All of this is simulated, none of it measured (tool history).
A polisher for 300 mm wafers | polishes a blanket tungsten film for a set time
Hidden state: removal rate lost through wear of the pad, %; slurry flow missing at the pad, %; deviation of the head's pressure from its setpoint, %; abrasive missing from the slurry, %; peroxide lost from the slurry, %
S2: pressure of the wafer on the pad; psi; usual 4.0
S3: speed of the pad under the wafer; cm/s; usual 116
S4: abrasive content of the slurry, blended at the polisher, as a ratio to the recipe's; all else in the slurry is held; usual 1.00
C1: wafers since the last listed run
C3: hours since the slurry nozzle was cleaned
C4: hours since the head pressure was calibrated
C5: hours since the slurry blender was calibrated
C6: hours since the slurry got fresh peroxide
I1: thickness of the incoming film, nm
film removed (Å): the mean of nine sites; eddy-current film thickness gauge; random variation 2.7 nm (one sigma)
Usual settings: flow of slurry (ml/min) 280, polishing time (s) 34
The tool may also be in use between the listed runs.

{"run": 1, "day": 0.0, "flow of slurry (ml/min)": 280, "S2": 4.0, "S3": 116, "S4": 1.0, "polishing time (s)": 34, "C1": 0, "wafers polished on this pad": 301, "C3": 216.6, "C4": 469.7, "C5": 102.9, "C6": 80.2, "I1": 1211.2, "film removed (Å)": 2380}
{"run": 2, "day": 1.583, "flow of slurry (ml/min)": 280, "S2": 4.0, "S3": 116, "S4": 1.0, "polishing time (s)": 34, "C1": 418, "wafers polished on this pad": 719, "C3": 254.6, "C4": 507.7, "C5": 140.9, "C6": 118.2, "I1": 1225.0, "film removed (Å)": 2334}
{"run": 3, "day": 2.654, "flow of slurry (ml/min)": 280, "S2": 4.0, "S3": 116, "S4": 1.0, "polishing time (s)": 34, "C1": 282, "wafers polished on this pad": 1002, "C3": 280.3, "C4": 533.4, "C5": 166.6, "C6": 143.9, "I1": 1213.0, "film removed (Å)": 2342}
{"run": 4, "day": 4.262, "flow of slurry (ml/min)": 280, "S2": 4.0, "S3": 116, "S4": 1.0, "polishing time (s)": 40, "C1": 424, "wafers polished on this pad": 1427, "C3": 318.9, "C4": 572.0, "C5": 205.2, "C6": 182.5, "I1": 1233.6, "film removed (Å)": 2706}
{"run": 5, "day": 6.292, "flow of slurry (ml/min)": 280, "S2": 4.0, "S3": 116, "S4": 1.0, "polishing time (s)": 40, "C1": 536, "wafers polished on this pad": 1964, "C3": 367.6, "C4": 620.7, "C5": 253.9, "C6": 231.2, "I1": 1223.0, "film removed (Å)": 2712}
{"day": 8.417, "done": "slurry blender recalibrated"}
{"run": 6, "day": 8.667, "flow of slurry (ml/min)": 280, "S2": 4.0, "S3": 124, "S4": 1.0, "polishing time (s)": 34, "C1": 605, "wafers polished on this pad": 2569, "C3": 424.6, "C4": 677.7, "C5": 6.0, "C6": 288.2, "I1": 1215.7, "film removed (Å)": 2451}
{"run": 7, "day": 10.971, "flow of slurry (ml/min)": 280, "S2": 4.0, "S3": 124, "S4": 1.0, "polishing time (s)": 34, "C1": 608, "wafers polished on this pad": 3178, "C3": 479.9, "C4": 733.0, "C5": 61.3, "C6": 343.5, "I1": 1220.2, "film removed (Å)": 2416}
{"day": 11.521, "done": "slurry tank refilled with fresh slurry and peroxide"}
{"day": 12.712, "done": "worn pad replaced by a new one"}
{"run": 8, "day": 13.617, "flow of slurry (ml/min)": 280, "S2": 4.0, "S3": 124, "S4": 1.0, "polishing time (s)": 34, "C1": 644, "wafers polished on this pad": 238, "C3": 543.4, "C4": 796.5, "C5": 124.8, "C6": 50.3, "I1": 1194.2, "film removed (Å)": 2378}
{"day": 16.708, "done": "slurry nozzle cleaned"}
{"run": 9, "day": 19.788, "flow of slurry (ml/min)": 245, "S2": 4.0, "S3": 116, "S4": 1.0, "polishing time (s)": 34, "C1": 1619, "wafers polished on this pad": 1857, "C3": 73.9, "C4": 944.6, "C5": 272.9, "C6": 198.4, "I1": 1216.7, "film removed (Å)": 2285}
{"day": 21.367, "done": "slurry blender recalibrated"}
{"run": 10, "day": 21.475, "flow of slurry (ml/min)": 280, "S2": 4.0, "S3": 116, "S4": 1.0, "polishing time (s)": 34, "C1": 423, "wafers polished on this pad": 2281, "C3": 114.4, "C4": 985.1, "C5": 2.6, "C6": 238.9, "I1": 1200.1, "film removed (Å)": 2360}
{"day": 22.65, "done": "head pressure recalibrated"}
{"run": 11, "day": 22.671, "flow of slurry (ml/min)": 245, "S2": 4.0, "S3": 116, "S4": 1.0, "polishing time (s)": 34, "C1": 293, "wafers polished on this pad": 2575, "C3": 143.1, "C4": 0.5, "C5": 31.3, "C6": 267.6, "I1": 1196.4, "film removed (Å)": 2313}
{"run": 12, "day": 23.846, "flow of slurry (ml/min)": 350, "S2": 4.7, "S3": 116, "S4": 0.7, "polishing time (s)": 29, "C1": 310, "wafers polished on this pad": 2886, "C3": 171.3, "C4": 28.7, "C5": 59.5, "C6": 295.8, "I1": 1225.1, "film removed (Å)": 2097}
{"day": 25.804, "done": "worn pad replaced by a new one"}
{"day": 28.579, "done": "slurry tank refilled with fresh slurry and peroxide"}
{"run": 13, "day": 31.579, "flow of slurry (ml/min)": 280, "S2": 4.0, "S3": 102, "S4": 1.0, "polishing time (s)": 34, "C1": 1988, "wafers polished on this pad": 1515, "C3": 356.9, "C4": 214.3, "C5": 245.1, "C6": 72.0, "I1": 1215.4, "film removed (Å)": 2063}
{"run": 14, "day": 33.904, "flow of slurry (ml/min)": 350, "S2": 4.0, "S3": 140, "S4": 1.0, "polishing time (s)": 34, "C1": 614, "wafers polished on this pad": 2129, "C3": 412.7, "C4": 270.1, "C5": 300.9, "C6": 127.8, "I1": 1209.2, "film removed (Å)": 2861}
{"run": 15, "day": 36.396, "flow of slurry (ml/min)": 280, "S2": 2.9, "S3": 116, "S4": 1.0, "polishing time (s)": 42, "C1": 658, "wafers polished on this pad": 2787, "C3": 472.5, "C4": 329.9, "C5": 360.7, "C6": 187.6, "I1": 1204.7, "film removed (Å)": 2042}
{"day": 38.229, "done": "slurry blender recalibrated"}
{"day": 39.233, "done": "worn pad replaced by a new one"}
{"run": 16, "day": 39.254, "flow of slurry (ml/min)": 280, "S2": 4.0, "S3": 116, "S4": 1.0, "polishing time (s)": 34, "C1": 689, "wafers polished on this pad": 5, "C3": 541.1, "C4": 398.5, "C5": 24.6, "C6": 256.2, "I1": 1187.4, "film removed (Å)": 2279}
{"run": 17, "day": 40.638, "flow of slurry (ml/min)": 280, "S2": 4.0, "S3": 130, "S4": 1.0, "polishing time (s)": 34, "C1": 365, "wafers polished on this pad": 371, "C3": 574.3, "C4": 431.7, "C5": 57.8, "C6": 289.4, "I1": 1196.3, "film removed (Å)": 2525}
{"day": 42.55, "done": "slurry tank refilled with fresh slurry and peroxide"}
{"run": 18, "day": 42.662, "flow of slurry (ml/min)": 280, "S2": 4.0, "S3": 116, "S4": 1.0, "polishing time (s)": 34, "C1": 524, "wafers polished on this pad": 895, "C3": 622.9, "C4": 480.3, "C5": 106.4, "C6": 2.7, "I1": 1212.6, "film removed (Å)": 2283}
{"day": 43.642, "done": "slurry nozzle cleaned"}
{"run": 19, "day": 44.608, "flow of slurry (ml/min)": 180, "S2": 4.0, "S3": 116, "S4": 1.0, "polishing time (s)": 34, "C1": 503, "wafers polished on this pad": 1398, "C3": 23.2, "C4": 527.0, "C5": 153.1, "C6": 49.4, "I1": 1205.3, "film removed (Å)": 2171}
{"run": 20, "day": 47.3, "flow of slurry (ml/min)": 220, "S2": 5.3, "S3": 116, "S4": 1.2, "polishing time (s)": 38, "C1": 711, "wafers polished on this pad": 2109, "C3": 87.8, "C4": 591.6, "C5": 217.7, "C6": 114.0, "I1": 1232.7, "film removed (Å)": 3555}
{"run": 21, "day": 49.125, "flow of slurry (ml/min)": 280, "S2": 4.0, "S3": 116, "S4": 1.0, "polishing time (s)": 34, "C1": 482, "wafers polished on this pad": 2592, "C3": 131.6, "C4": 635.4, "C5": 261.5, "C6": 157.8, "I1": 1214.5, "film removed (Å)": 2391}

The next listed run, before its measurement:
{"run": 22, "day": 50.625, "flow of slurry (ml/min)": 280, "S2": 3.6, "S3": 76, "S4": 1.25, "polishing time (s)": 34, "C1": 396, "wafers polished on this pad": 2988, "C3": 167.6, "C4": 671.4, "C5": 297.5, "C6": 193.8, "I1": 1214.0, "film removed (Å)": "?"}

film removed (Å): 1518
Without the tool's hidden state the same run would have given film removed (Å) 1523.

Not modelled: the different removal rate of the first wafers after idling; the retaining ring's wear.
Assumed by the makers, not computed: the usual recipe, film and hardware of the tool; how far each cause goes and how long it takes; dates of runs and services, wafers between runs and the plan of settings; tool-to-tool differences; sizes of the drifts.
